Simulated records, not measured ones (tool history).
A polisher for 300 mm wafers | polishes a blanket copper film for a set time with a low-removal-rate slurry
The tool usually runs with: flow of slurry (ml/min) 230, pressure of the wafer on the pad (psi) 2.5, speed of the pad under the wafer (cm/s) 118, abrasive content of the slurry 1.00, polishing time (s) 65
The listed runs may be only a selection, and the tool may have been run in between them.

| run | day | flow of slurry (ml/min) | pressure of the wafer on the pad (psi) | speed of the pad under the wafer (cm/s) | abrasive content of the slurry | polishing time (s) | wafers since the last listed run | wafers polished on this pad | hours since the slurry nozzle was cleaned | hours since the head pressure was calibrated | hours since the slurry blender was calibrated | incoming thickness of the incoming film, nm | film removed (angstrom) |
|---|---|---|---|---|---|---|---|---|---|---|---|---|---|
| 1 | 0.000 | 200 | 2.5 | 118 | 1.00 | 65 | 0 | 897 | 98.4 | 929.4 | 45.9 | 1017.5 | 1510 |
|  | 0.629 | worn pad replaced by a new one |
| 2 | 0.708 | 230 | 2.5 | 118 | 1.00 | 65 | 168 | 23 | 115.4 | 946.4 | 62.9 | 998.5 | 1650 |
| 3 | 1.288 | 230 | 2.5 | 118 | 1.00 | 65 | 180 | 203 | 129.3 | 960.3 | 76.8 | 1025.8 | 1616 |
| 4 | 2.725 | 230 | 2.5 | 118 | 1.00 | 65 | 446 | 650 | 163.8 | 994.8 | 111.3 | 1007.5 | 1562 |
|  | 2.925 | slurry blender recalibrated |
| 5 | 3.446 | 230 | 2.5 | 118 | 1.20 | 58 | 198 | 848 | 181.1 | 1012.1 | 12.5 | 1007.0 | 1456 |
|  | 4.325 | worn pad replaced by a new one |
| 6 | 4.588 | 230 | 2.5 | 118 | 1.20 | 58 | 303 | 82 | 208.5 | 1039.5 | 39.9 | 1016.2 | 1560 |
| 7 | 5.283 | 230 | 2.5 | 118 | 1.20 | 58 | 216 | 298 | 225.2 | 1056.2 | 56.6 | 1006.6 | 1552 |
|  | 5.429 | slurry nozzle cleaned |
| 8 | 6.175 | 170 | 2.5 | 118 | 1.00 | 65 | 264 | 562 | 17.9 | 1077.6 | 78.0 | 1007.5 | 1519 |
| 9 | 7.054 | 230 | 2.5 | 118 | 1.20 | 65 | 273 | 835 | 39.0 | 1098.7 | 99.1 | 998.1 | 1661 |
|  | 7.833 | head pressure recalibrated |
|  | 7.996 | worn pad replaced by a new one |
|  | 8.229 | slurry blender recalibrated |
| 10 | 8.396 | 230 | 2.5 | 118 | 1.00 | 65 | 314 | 97 | 71.2 | 13.5 | 4.0 | 1006.9 | 1659 |
| 11 | 8.908 | 230 | 2.5 | 158 | 0.90 | 65 | 159 | 257 | 83.5 | 25.8 | 16.3 | 1005.1 | 2075 |
| 12 | 9.483 | 230 | 2.5 | 118 | 1.00 | 65 | 178 | 435 | 97.3 | 39.6 | 30.1 | 1005.1 | 1626 |
| 13 | 10.500 | 180 | 2.5 | 118 | 1.20 | 65 | 315 | 751 | 121.7 | 64.0 | 54.5 | 1000.7 | 1648 |
| 14 | 11.050 | 300 | 3.0 | 118 | 1.15 | 65 | 170 | 922 | 134.9 | 77.2 | 67.7 | 993.7 | 2018 |
|  | 11.617 | worn pad replaced by a new one |
| 15 | 11.946 | 310 | 2.5 | 118 | 1.00 | 65 | 226 | 102 | 156.4 | 98.7 | 89.2 | 995.7 | 1702 |
| 16 | 13.050 | 170 | 2.5 | 118 | 0.70 | 65 | 343 | 446 | 182.9 | 125.2 | 115.7 | 1012.9 | 1343 |
| 17 | 13.704 | 255 | 1.9 | 118 | 1.00 | 65 | 203 | 649 | 198.6 | 140.9 | 131.4 | 1001.9 | 1205 |
|  | 13.879 | slurry blender recalibrated |
| 18 | 14.254 | 230 | 3.2 | 86 | 0.85 | 87 | 145 | 794 | 211.8 | 154.1 | 9.0 | 1004.2 | 1841 |
|  | 15.171 | worn pad replaced by a new one |
| 19 | 15.192 | 230 | 2.5 | 118 | 1.00 | 65 | 239 | 5 | 234.3 | 176.6 | 31.5 | 1009.3 | 1655 |

Alternative continuations, all from the tool just after run 19; predict every row:
| A | 15.208 | 230 | 2.5 | 158 | 1.00 | 65 | 5 | 11 | 234.7 | 177.0 | 31.9 | 995.3 | ? |
| B | 15.208 | 230 | 2.5 | 118 | 1.00 | 44 | 5 | 11 | 234.7 | 177.0 | 31.9 | 995.3 | ? |
| C | 15.208 | 285 | 2.2 | 118 | 1.00 | 65 | 5 | 11 | 234.7 | 177.0 | 31.9 | 995.3 | ? |
| D | 15.208 | 170 | 1.8 | 118 | 1.00 | 84 | 5 | 11 | 234.7 | 177.0 | 31.9 | 995.3 | ? |
| E | 15.208 | 295 | 2.5 | 118 | 1.00 | 65 | 5 | 11 | 234.7 | 177.0 | 31.9 | 995.3 | ? |

| run | film removed (angstrom) |
|---|---|
| A | 2192 |
| B | 1117 |
| C | 1485 |
| D | 1473 |
| E | 1693 |
With the hidden condition removed and each run's random variation left untouched, the same runs would have given:
| run | film removed (angstrom) |
|---|---|
| A | 2205 |
| B | 1123 |
| C | 1494 |
| D | 1481 |
| E | 1703 |
